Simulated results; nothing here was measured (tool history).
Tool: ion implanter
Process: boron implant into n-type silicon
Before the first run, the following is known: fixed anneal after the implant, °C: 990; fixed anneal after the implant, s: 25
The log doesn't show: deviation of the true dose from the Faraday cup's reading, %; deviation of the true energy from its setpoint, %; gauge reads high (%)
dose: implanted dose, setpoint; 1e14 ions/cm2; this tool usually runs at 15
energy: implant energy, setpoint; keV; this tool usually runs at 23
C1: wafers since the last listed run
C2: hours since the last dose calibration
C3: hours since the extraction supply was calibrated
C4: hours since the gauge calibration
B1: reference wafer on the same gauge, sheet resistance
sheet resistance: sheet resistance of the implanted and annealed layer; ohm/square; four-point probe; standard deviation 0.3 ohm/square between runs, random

Run 1, hour 0: usual settings but energy 25.5 keV; C1 0; C2 145.2; C3 4970; C4 139.9; B1 74.5. Result: sheet resistance 84.5 ohm/square.
Run 2, hour 41.5: usual settings but energy 25.5 keV; C1 818; C2 186.7; C3 5011.5; C4 181.4; B1 74.43. Result: sheet resistance 85.08 ohm/square.
Run 3, hour 99.5: usual settings; C1 1144; C2 244.7; C3 5069.5; C4 239.4; B1 74.46. Result: sheet resistance 86.24 ohm/square.
Run 4, hour 140.1: usual settings; C1 800; C2 285.3; C3 5110.1; C4 280; B1 74.47. Result: sheet resistance 86.38 ohm/square.
Run 5, hour 208.7: usual settings; C1 1353; C2 353.9; C3 5178.7; C4 348.6; B1 74.56. Result: sheet resistance 86.37 ohm/square.
Run 6, hour 275.1: usual settings; C1 1309; C2 420.3; C3 5245.1; C4 415; B1 74.49. Result: sheet resistance 85.32 ohm/square.
Run 7, hour 334.1: usual settings; C1 1163; C2 479.3; C3 5304.1; C4 474; B1 74.53. Result: sheet resistance 85.44 ohm/square.
Run 8, hour 379.2: usual settings; C1 889; C2 524.4; C3 5349.2; C4 519.1; B1 74.49. Result: sheet resistance 85.72 ohm/square.
Run 9, hour 413.7: usual settings; C1 680; C2 558.9; C3 5383.7; C4 553.6; B1 74.51. Result: sheet resistance 84.93 ohm/square.
Run 10, hour 472.6: usual settings but energy 29.5 keV; C1 1161; C2 617.8; C3 5442.6; C4 612.5; B1 74.5. Result: sheet resistance 82.3 ohm/square.
Run 11, hour 504.9: usual settings but energy 29.5 keV; C1 637; C2 650.1; C3 5474.9; C4 644.8; B1 74.46. Result: sheet resistance 82.53 ohm/square.
At hour 518: extraction supply calibrated.
Run 12, hour 551.6: usual settings but dose 18.66 1e14 ions/cm2, energy 26.5 keV; C1 763; C2 696.8; C3 33.6; C4 691.5; B1 74.52. Result: sheet resistance 72.38 ohm/square.
Run 13, hour 614.6: usual settings but dose 16.33 1e14 ions/cm2, energy 28 keV; C1 1242; C2 759.8; C3 96.6; C4 754.5; B1 74.6. Result: sheet resistance 77.48 ohm/square.
Run 14, hour 664.1: usual settings; C1 976; C2 809.3; C3 146.1; C4 804; B1 74.59. Result: sheet resistance 84.11 ohm/square.
Run 15, hour 698: usual settings but dose 18.22 1e14 ions/cm2; C1 668; C2 843.2; C3 180; C4 837.9; B1 74.56. Result: sheet resistance 75.21 ohm/square.
Run 16, hour 726.1: usual settings but dose 11.97 1e14 ions/cm2, energy 26 keV; C1 554; C2 871.3; C3 208.1; C4 866; B1 74.5. Result: sheet resistance 97.88 ohm/square.
At hour 730.5: gauge calibrated.
At hour 752.8: Faraday cup replaced and dose calibrated.
Run 17, hour 785.1: usual settings but dose 12.23 1e14 ions/cm2, energy 19 keV; C1 1005; C2 32.3; C3 267.1; C4 54.6; B1 74.47. Result: sheet resistance 100.67 ohm/square.
Run 18, hour 825.1: usual settings but dose 12.86 1e14 ions/cm2, energy 31 keV; C1 788; C2 72.3; C3 307.1; C4 94.6; B1 74.45. Result: sheet resistance 92.19 ohm/square.
Run 19, hour 866.5: usual settings; C1 816; C2 113.7; C3 348.5; C4 136; B1 74.47. Result: sheet resistance 85.85 ohm/square.
Run 20, hour 892.6: usual settings but dose 19.01 1e14 ions/cm2, energy 19.5 keV; C1 514; C2 139.8; C3 374.6; C4 162.1; B1 74.59. Result: sheet resistance 77.38 ohm/square.
Run 21, hour 936: usual settings; C1 856; C2 183.2; C3 418; C4 205.5; B1 74.56. Result: sheet resistance 85.29 ohm/square.

What does the tool deliver on the next run?
Run 22, hour 969.3: usual settings but dose 17.61 1e14 ions/cm2, energy 29.5 keV; C1 656; C2 216.5; C3 451.3; C4 238.8; B1 ?. Result: sheet resistance ?.

Logged for run 22: B1 74.53, sheet resistance 74.61 ohm/square.
Had the tool carried no hidden state, the very same run would have given sheet resistance 74.67 ohm/square.
